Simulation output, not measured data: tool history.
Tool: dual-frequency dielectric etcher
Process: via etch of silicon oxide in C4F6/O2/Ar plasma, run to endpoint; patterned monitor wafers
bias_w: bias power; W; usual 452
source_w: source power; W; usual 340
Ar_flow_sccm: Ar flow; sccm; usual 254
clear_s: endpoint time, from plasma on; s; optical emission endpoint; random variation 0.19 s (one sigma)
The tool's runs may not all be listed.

run,hour,bias_w,source_w,Ar_flow_sccm,wafers since the last listed run,hours since the last wet clean,hours since the last bias power generator calibration,hours since the last source power generator calibration,hours since the last Ar flow controller change,hours since the last upper electrode change,"incoming incoming film thickness, nm",clear_s
1,0.0,452,340,254,0,254.0,1366.2,1250.5,1103.0,2667.6,105.4,25.0
2,55.1,452,340,254,863,309.1,1421.3,1305.6,1158.1,2722.7,105.7,25.1
3,100.0,452,340,254,703,354.0,1466.2,1350.5,1203.0,2767.6,104.3,24.5
4,139.1,452,340,254,612,393.1,1505.3,1389.6,1242.1,2806.7,104.4,24.3
# hour 173.9: wet clean of the chamber
5,192.3,452,300,254,457,18.4,1558.5,1442.8,1295.3,2859.9,104.7,26.8
6,252.7,452,300,254,946,78.8,1618.9,1503.2,1355.7,2920.3,104.9,27.2
7,289.0,452,340,254,568,115.1,1655.2,1539.5,1392.0,2956.6,104.1,25.6
# hour 300.4: source power generator calibrated
# hour 332.4: bias power generator calibrated
# hour 381.0: upper electrode replaced
# hour 413.1: Ar flow controller replaced
8,418.6,452,340,254,1435,244.7,86.2,118.2,5.5,37.6,104.7,25.4
9,471.4,452,270,298,827,297.5,139.0,171.0,58.3,90.4,104.6,27.6
10,518.4,452,340,254,736,344.5,186.0,218.0,105.3,137.4,104.5,25.2
11,568.6,452,340,254,786,394.7,236.2,268.2,155.5,187.6,104.5,25.3
# hour 655.4: wet clean of the chamber
12,655.9,415,260,254,992,0.5,323.5,355.5,242.8,274.9,104.2,29.0
13,685.8,559,270,235,468,30.4,353.4,385.4,272.7,304.8,103.8,25.1
14,750.6,452,340,306,1015,95.2,418.2,450.2,337.5,369.6,106.2,26.8
15,840.7,452,340,254,1412,185.3,508.3,540.3,427.6,459.7,105.0,25.1
16,919.7,565,340,254,1238,264.3,587.3,619.3,506.6,538.7,105.3,23.2

The same runs without the tool's hidden state, with the same run-to-run variation:
The hidden state here: etch rate over this chamber's usual, %; bias power that arrives over what is set, %; source power that arrives over what is set, %; Ar flow that arrives over what is set, %.
run,clear_s
1,25.9
2,26.1
3,25.5
4,25.5
5,26.6
6,27.1
7,25.7
8,25.9
9,28.2
10,25.9
11,26.2
12,29.1
13,25.2
14,27.2
15,25.7
16,24.0

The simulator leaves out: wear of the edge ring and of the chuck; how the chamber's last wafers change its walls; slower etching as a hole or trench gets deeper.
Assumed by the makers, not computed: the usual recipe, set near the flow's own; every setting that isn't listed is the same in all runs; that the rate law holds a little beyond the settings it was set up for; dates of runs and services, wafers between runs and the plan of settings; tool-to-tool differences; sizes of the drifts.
